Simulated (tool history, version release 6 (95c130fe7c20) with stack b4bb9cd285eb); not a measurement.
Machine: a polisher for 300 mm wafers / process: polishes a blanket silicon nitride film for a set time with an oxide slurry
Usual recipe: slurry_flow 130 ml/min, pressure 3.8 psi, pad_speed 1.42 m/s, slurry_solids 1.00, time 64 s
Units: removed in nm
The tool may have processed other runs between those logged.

run   hour  slurry_flow  pressure  pad_speed  slurry_solids  time  wafers since the last listed run  wafers polished on this pad  hours since the slurry nozzle was cleaned  hours since the head pressure was calibrated  hours since the slurry blender was calibrated  hours since the conditioning disc was replaced  incoming thickness of the incoming film, nm  removed
  1    0.0          130       3.8       1.22           1.00    64                                 0                         1378                                       33.0                                         134.5                                          154.4                                            82.0                                        379.5     45.8
       1.0  -- worn pad replaced by a new one
  2   24.3          130       3.8       1.22           1.00    64                               269                          269                                       57.3                                         158.8                                          178.7                                           106.3                                        373.9     46.0
  3   38.3          130       3.8       1.22           1.00    64                               161                          431                                       71.3                                         172.8                                          192.7                                           120.3                                        383.0     45.9
  4   73.1          130       3.8       1.42           1.00    64                               401                          832                                      106.1                                         207.6                                          227.5                                           155.1                                        378.9     52.2
  5  107.8          130       3.8       1.42           1.00    64                               400                         1233                                      140.8                                         242.3                                          262.2                                           189.8                                        380.4     51.8
     134.2  -- worn pad replaced by a new one
  6  143.3          130       3.8       1.42           1.00    64                               363                          105                                      176.3                                         277.8                                          297.7                                           225.3                                        375.8     51.2
  7  157.8          130       3.8       1.42           1.00    64                               167                          272                                      190.8                                         292.3                                          312.2                                           239.8                                        382.9     51.7
     167.8  -- slurry blender recalibrated
     175.6  -- conditioning disc replaced and pad reconditioned
  8  183.7          130       3.8       1.42           1.00    64                               252                          525                                      216.7                                         318.2                                           15.9                                             8.1                                        378.5     51.9
  9  212.4          130       3.8       1.42           1.00    64                               331                          856                                      245.4                                         346.9                                           44.6                                            36.8                                        374.2     51.8
     256.7  -- worn pad replaced by a new one
 10  262.6          165       3.8       1.42           1.00    64                               533                           67                                      295.6                                         397.1                                           94.8                                            87.0                                        384.9     54.2
     302.2  -- slurry nozzle cleaned
 11  352.5          165       3.8       1.42           1.00    64                              1026                         1094                                       50.3                                         487.0                                          184.7                                           176.9                                        375.2     54.5
     363.1  -- head pressure recalibrated
 12  374.4          145       3.8       1.00           1.20    55                               229                         1324                                       72.2                                          11.3                                          206.6                                           198.8                                        384.1     39.4
     392.9  -- worn pad replaced by a new one
 13  393.4          155       4.7       1.42           1.00    71                               173                            5                                       91.2                                          30.3                                          225.6                                           217.8                                        380.5     69.6
 14  415.4          130       3.8       1.42           1.00    64                               254                          259                                      113.2                                          52.3                                          247.6                                           239.8                                        383.2     51.8
 15  436.8          105       3.8       1.62           1.00    64                               247                          506                                      134.6                                          73.7                                          269.0                                           261.2                                        375.7     52.5
     459.9  -- slurry blender recalibrated
 16  460.4          130       3.8       1.42           1.00    64                               249                          756                                      158.2                                          97.3                                            0.5                                           284.8                                        380.0     52.7
     474.9  -- conditioning disc replaced and pad reconditioned
 17  492.4          130       3.8       1.00           1.00    64                               346                         1102                                      190.2                                         129.3                                           32.5                                            17.5                                        384.7     41.4
     518.5  -- worn pad replaced by a new one
 18  519.4           95       3.8       1.42           1.10    85                               265                            9                                      217.2                                         156.3                                           59.5                                            44.5                                        386.1     66.9
 19  538.7          130       2.6       1.42           0.75    64                               222                          232                                      236.5                                         175.6                                           78.8                                            63.8                                        383.3     34.1
 20  553.3           95       3.8       1.42           1.10    85                               168                          401                                      251.1                                         190.2                                           93.4                                            78.4                                        376.2     66.7
 21  570.6          130       4.4       1.42           1.00    64                               199                          601                                      268.4                                         207.5                                          110.7                                            95.7                                        376.6     57.1
 22  630.2          130       3.8       1.42           1.00    64                               688                         1289                                      328.0                                         267.1                                          170.3                                           155.3                                        378.7     51.8
     660.3  -- worn pad replaced by a new one
 23  660.8          110       3.8       1.42           1.00    54                               307                            6                                      358.6                                         297.7                                          200.9                                           185.9                                        377.1     41.8

Predict each of these 3 candidate next runs independently; none follows another, all start after run 23:
  A  661.2          130       3.8       1.42           1.00    64                                 4                           10                                      359.0                                         298.1                                          201.3                                           186.3                                        378.4        ?
  B  661.2          130       5.0       1.42           1.00    44                                 4                           10                                      359.0                                         298.1                                          201.3                                           186.3                                        378.4        ?
  C  661.2          130       3.8       1.88           0.85    64                                 4                           10                                      359.0                                         298.1                                          201.3                                           186.3                                        378.4        ?

run  removed
  A     53.8
  B     44.9
  C     58.8
The same runs, with their run-to-run variation unchanged, on a tool lacking any hidden condition would have given:
run  removed
  A     53.8
  B     44.9
  C     58.8
